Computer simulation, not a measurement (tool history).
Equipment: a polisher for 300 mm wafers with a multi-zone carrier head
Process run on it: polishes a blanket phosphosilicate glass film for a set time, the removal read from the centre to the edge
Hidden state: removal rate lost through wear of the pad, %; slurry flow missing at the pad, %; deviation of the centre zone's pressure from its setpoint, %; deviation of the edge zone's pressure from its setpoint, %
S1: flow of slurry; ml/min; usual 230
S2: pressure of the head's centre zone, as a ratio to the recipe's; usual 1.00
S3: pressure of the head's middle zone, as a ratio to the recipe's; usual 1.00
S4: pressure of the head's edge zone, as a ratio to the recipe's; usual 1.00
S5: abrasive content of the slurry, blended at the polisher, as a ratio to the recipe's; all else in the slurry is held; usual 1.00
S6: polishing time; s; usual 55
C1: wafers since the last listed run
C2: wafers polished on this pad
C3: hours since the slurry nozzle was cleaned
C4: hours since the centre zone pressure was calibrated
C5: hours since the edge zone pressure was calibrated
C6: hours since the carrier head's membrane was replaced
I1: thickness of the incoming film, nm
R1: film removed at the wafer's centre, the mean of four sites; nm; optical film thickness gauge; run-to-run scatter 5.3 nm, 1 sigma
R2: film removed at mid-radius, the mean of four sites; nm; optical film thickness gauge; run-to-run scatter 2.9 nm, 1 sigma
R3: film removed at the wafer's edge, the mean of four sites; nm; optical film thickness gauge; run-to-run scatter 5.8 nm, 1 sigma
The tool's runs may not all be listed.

run 1 hour=0.0 | S1=280 S2=1.00 S3=1.00 S4=1.00 S5=1.00 S6=55 | C1=0 C2=3 C3=14.7 C4=506.3 C5=380.9 C6=14.9 | I1=2342.4 | R1=450.6 R2=460.6 R3=445.3
run 2 hour=13.9 | S1=280 S2=1.00 S3=1.00 S4=1.00 S5=1.00 S6=55 | C1=115 C2=119 C3=28.6 C4=520.2 C5=394.8 C6=28.8 | I1=2340.0 | R1=454.6 R2=461.1 R3=453.1
run 3 hour=30.5 | S1=280 S2=1.00 S3=1.00 S4=1.00 S5=1.00 S6=55 | C1=137 C2=257 C3=45.2 C4=536.8 C5=411.4 C6=45.4 | I1=2374.4 | R1=448.6 R2=454.3 R3=441.9
run 4 hour=41.2 | S1=230 S2=1.00 S3=1.00 S4=1.00 S5=1.00 S6=55 | C1=88 C2=346 C3=55.9 C4=547.5 C5=422.1 C6=56.1 | I1=2389.5 | R1=438.1 R2=442.9 R3=435.1
run 5 hour=49.4 | S1=230 S2=1.00 S3=1.00 S4=1.00 S5=0.85 S6=37 | C1=68 C2=414 C3=64.1 C4=555.7 C5=430.3 C6=64.3 | I1=2340.5 | R1=260.3 R2=269.4 R3=260.8
run 6 hour=68.8 | S1=230 S2=1.00 S3=1.00 S4=1.00 S5=1.00 S6=55 | C1=161 C2=575 C3=83.5 C4=575.1 C5=449.7 C6=83.7 | I1=2409.9 | R1=418.2 R2=429.3 R3=427.5
run 7 hour=85.9 | S1=230 S2=0.89 S3=1.00 S4=1.00 S5=1.00 S6=55 | C1=142 C2=717 C3=100.6 C4=592.2 C5=466.8 C6=100.8 | I1=2380.3 | R1=366.5 R2=419.4 R3=407.3
run 8 hour=103.4 | S1=230 S2=1.00 S3=1.00 S4=1.00 S5=1.00 S6=55 | C1=145 C2=862 C3=118.1 C4=609.7 C5=484.3 C6=118.3 | I1=2378.5 | R1=386.8 R2=402.0 R3=393.1
run 9 hour=114.5 | S1=230 S2=0.90 S3=1.00 S4=1.00 S5=1.15 S6=55 | C1=92 C2=955 C3=129.2 C4=620.8 C5=495.4 C6=129.4 | I1=2360.3 | R1=374.7 R2=415.2 R3=405.6
-- hour=124.6 worn pad replaced by a new one
run 10 hour=125.2 | S1=230 S2=1.00 S3=1.00 S4=1.00 S5=1.00 S6=55 | C1=55 C2=5 C3=139.9 C4=631.5 C5=506.1 C6=140.1 | I1=2418.0 | R1=440.1 R2=448.4 R3=444.0
run 11 hour=142.7 | S1=290 S2=1.00 S3=1.00 S4=1.00 S5=1.20 S6=55 | C1=145 C2=150 C3=157.4 C4=649.0 C5=523.6 C6=157.6 | I1=2384.2 | R1=492.8 R2=502.7 R3=484.9
run 12 hour=154.7 | S1=230 S2=1.00 S3=1.00 S4=1.00 S5=0.70 S6=67 | C1=99 C2=250 C3=169.4 C4=661.0 C5=535.6 C6=169.6 | I1=2398.6 | R1=428.8 R2=434.6 R3=424.7
run 13 hour=164.6 | S1=230 S2=1.00 S3=1.00 S4=1.00 S5=1.30 S6=55 | C1=82 C2=332 C3=179.3 C4=670.9 C5=545.5 C6=179.5 | I1=2396.9 | R1=487.2 R2=494.5 R3=483.9
-- hour=169.6 edge zone pressure recalibrated
-- hour=180.7 centre zone pressure recalibrated
run 14 hour=181.2 | S1=160 S2=1.00 S3=1.04 S4=1.00 S5=1.00 S6=55 | C1=104 C2=437 C3=195.9 C4=0.5 C5=11.6 C6=196.1 | I1=2379.6 | R1=390.1 R2=420.6 R3=407.6
run 15 hour=195.3 | S1=280 S2=0.89 S3=1.00 S4=1.00 S5=1.20 S6=36 | C1=117 C2=554 C3=210.0 C4=14.6 C5=25.7 C6=210.2 | I1=2396.5 | R1=272.7 R2=309.6 R3=298.9
run 16 hour=206.0 | S1=230 S2=0.94 S3=1.00 S4=1.00 S5=1.00 S6=55 | C1=88 C2=643 C3=220.7 C4=25.3 C5=36.4 C6=220.9 | I1=2384.6 | R1=387.2 R2=420.2 R3=410.0
run 17 hour=220.0 | S1=275 S2=1.00 S3=1.07 S4=1.00 S5=1.00 S6=39 | C1=116 C2=759 C3=234.7 C4=39.3 C5=50.4 C6=234.9 | I1=2362.7 | R1=281.6 R2=307.5 R3=285.3
-- hour=231.7 worn pad replaced by a new one
run 18 hour=234.8 | S1=230 S2=0.95 S3=1.00 S4=1.00 S5=0.75 S6=39 | C1=89 C2=26 C3=249.5 C4=54.1 C5=65.2 C6=249.7 | I1=2374.5 | R1=252.2 R2=273.7 R3=263.3
run 19 hour=241.7 | S1=230 S2=1.00 S3=1.00 S4=1.00 S5=1.00 S6=55 | C1=57 C2=83 C3=256.4 C4=61.0 C5=72.1 C6=256.6 | I1=2414.0 | R1=453.3 R2=449.4 R3=447.4
-- hour=245.5 slurry nozzle cleaned
run 20 hour=252.1 | S1=150 S2=1.00 S3=1.03 S4=1.07 S5=1.00 S6=40 | C1=78 C2=161 C3=6.6 C4=71.4 C5=82.5 C6=267.0 | I1=2406.8 | R1=291.6 R2=304.0 R3=310.9
run 21 hour=265.8 | S1=230 S2=1.00 S3=1.00 S4=1.00 S5=0.80 S6=55 | C1=113 C2=275 C3=20.3 C4=85.1 C5=96.2 C6=280.7 | I1=2390.0 | R1=384.1 R2=387.0 R3=383.6
run 22 hour=281.1 | S1=230 S2=1.10 S3=0.90 S4=1.00 S5=1.00 S6=55 | C1=127 C2=402 C3=35.6 C4=100.4 C5=111.5 C6=296.0 | I1=2371.8 | R1=469.2 R2=405.6 R3=430.3

3 options for the next run, each taken on its own from the tool as it stands now. Forecast them:
run A hour=281.5 | S1=230 S2=1.00 S3=1.00 S4=1.00 S5=1.00 S6=55 | C1=3 C2=405 C3=36.0 C4=100.8 C5=111.9 C6=296.4 | I1=2403.2 | R1=? R2=? R3=?
run B hour=281.5 | S1=230 S2=0.93 S3=1.00 S4=1.00 S5=1.00 S6=60 | C1=3 C2=405 C3=36.0 C4=100.8 C5=111.9 C6=296.4 | I1=2403.2 | R1=? R2=? R3=?
run C hour=281.5 | S1=200 S2=1.00 S3=1.00 S4=1.09 S5=0.90 S6=55 | C1=3 C2=405 C3=36.0 C4=100.8 C5=111.9 C6=296.4 | I1=2403.2 | R1=? R2=? R3=?

run=A R1=437.1 R2=436.2 R3=426.7
run=B R1=450.5 R2=476.0 R3=465.5
run=C R1=403.5 R2=403.7 R3=412.5
Without the tool's hidden state the same runs would have given:
run=A R1=451.0 R2=450.1 R3=440.2
run=B R1=464.8 R2=491.1 R3=480.3
run=C R1=416.3 R2=416.5 R3=425.6
